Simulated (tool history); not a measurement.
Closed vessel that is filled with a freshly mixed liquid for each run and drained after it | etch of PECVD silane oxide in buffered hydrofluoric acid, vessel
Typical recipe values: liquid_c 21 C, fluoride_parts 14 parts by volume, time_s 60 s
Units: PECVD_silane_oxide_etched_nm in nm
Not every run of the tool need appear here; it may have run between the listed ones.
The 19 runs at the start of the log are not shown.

| run | day | liquid_c | fluoride_parts | time_s | read-back film thickness of the PECVD silane oxide reference wafer, read on the same gauge (nm) | PECVD_silane_oxide_etched_nm |
|---|---|---|---|---|---|---|
| 20 | 61.433 | 18 | 17 | 60 | 60.02 | 108.92 |
| 21 | 64.617 | 25 | 10.5 | 40 | 60.01 | 169.84 |
| 22 | 66.942 | 21 | 14 | 35 | 59.97 | 92.23 |
|  | 67.508 | gauge calibrated |
|  | 68.712 | thermometer replaced |
| 23 | 69.75 | 21 | 14 | 60 | 60 | 138.34 |
| 24 | 72.133 | 25 | 14 | 60 | 60 | 173.27 |
| 25 | 75.592 | 25.5 | 19 | 60 | 59.99 | 133.31 |
| 26 | 79.558 | 17 | 9.5 | 75 | 60.04 | 202.21 |
| 27 | 82.967 | 18 | 17 | 60 | 59.98 | 100.82 |
| 28 | 86.162 | 17 | 18.5 | 80 | 59.98 | 117.33 |
| 29 | 90.608 | 19.5 | 10.5 | 40 | 59.99 | 116.54 |
| 30 | 93.146 | 21 | 9 | 35 | 59.99 | 126.64 |
| 31 | 96.408 | 21 | 19 | 95 | 60.01 | 172.13 |

Alternative continuations, all from the tool just after run 31; predict every row:
| A | 96.438 | 21 | 14 | 30 | ? | ? |
| B | 96.438 | 19.5 | 10 | 95 | ? | ? |
| C | 96.438 | 17 | 14 | 60 | ? | ? |
| D | 96.438 | 19 | 18.5 | 60 | ? | ? |
| E | 96.438 | 26 | 12 | 35 | ? | ? |

| run | read-back film thickness of the PECVD silane oxide reference wafer, read on the same gauge (nm) | PECVD_silane_oxide_etched_nm |
|---|---|---|
| A | 59.97 | 74.37 |
| B | 59.97 | 301.07 |
| C | 59.97 | 118.87 |
| D | 59.97 | 101.12 |
| E | 59.97 | 132.46 |
Take away the tool's hidden state, keep each run's random variation, and the runs would have read:
| run | PECVD_silane_oxide_etched_nm |
|---|---|
| A | 70.48 |
| B | 285.15 |
| C | 112.47 |
| D | 95.75 |
| E | 125.74 |

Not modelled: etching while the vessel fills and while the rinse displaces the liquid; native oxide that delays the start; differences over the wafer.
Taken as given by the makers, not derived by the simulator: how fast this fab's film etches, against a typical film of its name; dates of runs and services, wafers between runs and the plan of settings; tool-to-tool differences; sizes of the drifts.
